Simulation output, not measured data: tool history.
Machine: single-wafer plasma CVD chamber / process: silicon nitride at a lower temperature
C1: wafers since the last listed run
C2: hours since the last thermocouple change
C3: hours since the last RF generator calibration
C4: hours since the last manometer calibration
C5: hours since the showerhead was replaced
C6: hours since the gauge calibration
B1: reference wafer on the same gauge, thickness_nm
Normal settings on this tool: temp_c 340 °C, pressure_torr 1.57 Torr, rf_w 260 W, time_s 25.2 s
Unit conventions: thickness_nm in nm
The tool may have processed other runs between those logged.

{"run": 1, "day": 0.0, "temp_c": 340, "pressure_torr": 1.57, "rf_w": 260, "time_s": 25.2, "C1": 0, "C2": 1383.8, "C3": 2122.3, "C4": 1489.7, "C5": 4598.3, "C6": 11.3, "B1": 23.697, "thickness_nm": 24.286}
{"run": 2, "day": 0.717, "temp_c": 340, "pressure_torr": 1.57, "rf_w": 260, "time_s": 25.2, "C1": 567, "C2": 1401, "C3": 2139.5, "C4": 1506.9, "C5": 4615.5, "C6": 28.5, "B1": 23.711, "thickness_nm": 24.186}
{"run": 3, "day": 1.017, "temp_c": 340, "pressure_torr": 1.57, "rf_w": 260, "time_s": 25.2, "C1": 237, "C2": 1408.2, "C3": 2146.7, "C4": 1514.1, "C5": 4622.7, "C6": 35.7, "B1": 23.721, "thickness_nm": 24.393}
{"run": 4, "day": 1.65, "temp_c": 340, "pressure_torr": 1.57, "rf_w": 260, "time_s": 25.2, "C1": 501, "C2": 1423.4, "C3": 2161.9, "C4": 1529.3, "C5": 4637.9, "C6": 50.9, "B1": 23.688, "thickness_nm": 24.338}
{"run": 5, "day": 2.146, "temp_c": 340, "pressure_torr": 1.57, "rf_w": 260, "time_s": 25.2, "C1": 392, "C2": 1435.3, "C3": 2173.8, "C4": 1541.2, "C5": 4649.8, "C6": 62.8, "B1": 23.746, "thickness_nm": 24.488}
{"run": 6, "day": 2.538, "temp_c": 340, "pressure_torr": 1.57, "rf_w": 260, "time_s": 25.2, "C1": 310, "C2": 1444.7, "C3": 2183.2, "C4": 1550.6, "C5": 4659.2, "C6": 72.2, "B1": 23.696, "thickness_nm": 24.281}
{"day": 3.004, "done": "RF generator calibrated"}
{"day": 3.033, "done": "showerhead replaced"}
{"run": 7, "day": 3.054, "temp_c": 351, "pressure_torr": 1.57, "rf_w": 260, "time_s": 25.2, "C1": 120, "C2": 1457.1, "C3": 1.2, "C4": 1563, "C5": 0.5, "C6": 84.6, "B1": 23.672, "thickness_nm": 24.027}
{"run": 8, "day": 3.092, "temp_c": 351, "pressure_torr": 1.57, "rf_w": 260, "time_s": 25.2, "C1": 29, "C2": 1458, "C3": 2.1, "C4": 1563.9, "C5": 1.4, "C6": 85.5, "B1": 23.694, "thickness_nm": 24.19}
{"run": 9, "day": 3.779, "temp_c": 351, "pressure_torr": 1.57, "rf_w": 260, "time_s": 25.2, "C1": 544, "C2": 1474.5, "C3": 18.6, "C4": 1580.4, "C5": 17.9, "C6": 102, "B1": 23.67, "thickness_nm": 24.086}
{"run": 10, "day": 4.321, "temp_c": 340, "pressure_torr": 1.57, "rf_w": 260, "time_s": 25.2, "C1": 429, "C2": 1487.5, "C3": 31.6, "C4": 1593.4, "C5": 30.9, "C6": 115, "B1": 23.703, "thickness_nm": 24.26}
{"day": 4.775, "done": "capacitance manometer re-zeroed and calibrated"}
{"run": 11, "day": 4.988, "temp_c": 340, "pressure_torr": 1.57, "rf_w": 260, "time_s": 25.2, "C1": 264, "C2": 1503.5, "C3": 47.6, "C4": 5.1, "C5": 46.9, "C6": 131, "B1": 23.656, "thickness_nm": 24.102}
{"day": 5.362, "done": "thermocouple changed; heater temperature recalibrated"}
{"run": 12, "day": 5.708, "temp_c": 340, "pressure_torr": 1.93, "rf_w": 260, "time_s": 25.2, "C1": 306, "C2": 8.3, "C3": 64.9, "C4": 22.4, "C5": 64.2, "C6": 148.3, "B1": 23.699, "thickness_nm": 25.901}
{"run": 13, "day": 5.992, "temp_c": 340, "pressure_torr": 1.57, "rf_w": 260, "time_s": 25.2, "C1": 224, "C2": 15.1, "C3": 71.7, "C4": 29.2, "C5": 71, "C6": 155.1, "B1": 23.7, "thickness_nm": 24.422}
{"run": 14, "day": 6.738, "temp_c": 340, "pressure_torr": 1.74, "rf_w": 285, "time_s": 25.2, "C1": 590, "C2": 33, "C3": 89.6, "C4": 47.1, "C5": 88.9, "C6": 173, "B1": 23.678, "thickness_nm": 26.758}
{"run": 15, "day": 7.038, "temp_c": 340, "pressure_torr": 1.87, "rf_w": 300, "time_s": 28.3, "C1": 237, "C2": 40.2, "C3": 96.8, "C4": 54.3, "C5": 96.1, "C6": 180.2, "B1": 23.676, "thickness_nm": 31.79}
{"day": 7.65, "done": "gauge calibrated"}
{"run": 16, "day": 7.7, "temp_c": 330, "pressure_torr": 1.57, "rf_w": 260, "time_s": 25.2, "C1": 524, "C2": 56.1, "C3": 112.7, "C4": 70.2, "C5": 112, "C6": 1.2, "B1": 23.716, "thickness_nm": 24.292}
{"run": 17, "day": 8.312, "temp_c": 349, "pressure_torr": 1.18, "rf_w": 295, "time_s": 26.8, "C1": 485, "C2": 70.8, "C3": 127.4, "C4": 84.9, "C5": 126.7, "C6": 15.9, "B1": 23.709, "thickness_nm": 25.573}
{"run": 18, "day": 8.933, "temp_c": 349, "pressure_torr": 1.18, "rf_w": 295, "time_s": 26.8, "C1": 491, "C2": 85.7, "C3": 142.3, "C4": 99.8, "C5": 141.6, "C6": 30.8, "B1": 23.689, "thickness_nm": 25.625}
{"run": 19, "day": 9.575, "temp_c": 340, "pressure_torr": 1.57, "rf_w": 260, "time_s": 28.4, "C1": 508, "C2": 101.1, "C3": 157.7, "C4": 115.2, "C5": 157, "C6": 46.2, "B1": 23.667, "thickness_nm": 27.494}

Consider 5 possible next runs. They are alternatives, not a sequence: every one starts from the tool as it was left by run 19. What does each give?
{"run": "A", "day": 9.592, "temp_c": 340, "pressure_torr": 1.57, "rf_w": 260, "time_s": 25.2, "C1": 13, "C2": 101.5, "C3": 158.1, "C4": 115.6, "C5": 157.4, "C6": 46.6, "B1": "?", "thickness_nm": "?"}
{"run": "B", "day": 9.592, "temp_c": 334, "pressure_torr": 1.57, "rf_w": 210, "time_s": 20.3, "C1": 13, "C2": 101.5, "C3": 158.1, "C4": 115.6, "C5": 157.4, "C6": 46.6, "B1": "?", "thickness_nm": "?"}
{"run": "C", "day": 9.592, "temp_c": 345, "pressure_torr": 1.57, "rf_w": 260, "time_s": 27.4, "C1": 13, "C2": 101.5, "C3": 158.1, "C4": 115.6, "C5": 157.4, "C6": 46.6, "B1": "?", "thickness_nm": "?"}
{"run": "D", "day": 9.592, "temp_c": 325, "pressure_torr": 1.69, "rf_w": 285, "time_s": 25.2, "C1": 13, "C2": 101.5, "C3": 158.1, "C4": 115.6, "C5": 157.4, "C6": 46.6, "B1": "?", "thickness_nm": "?"}
{"run": "E", "day": 9.592, "temp_c": 340, "pressure_torr": 1.57, "rf_w": 260, "time_s": 23.8, "C1": 13, "C2": 101.5, "C3": 158.1, "C4": 115.6, "C5": 157.4, "C6": 46.6, "B1": "?", "thickness_nm": "?"}

run=A B1=23.691 thickness_nm=24.517
run=B B1=23.691 thickness_nm=16.816
run=C B1=23.691 thickness_nm=26.609
run=D B1=23.691 thickness_nm=26.966
run=E B1=23.691 thickness_nm=23.158
Stripped of hidden state, with their random variation kept, the same runs would have yielded:
run=A thickness_nm=24.517
run=B thickness_nm=16.816
run=C thickness_nm=26.609
run=D thickness_nm=26.966
run=E thickness_nm=23.158
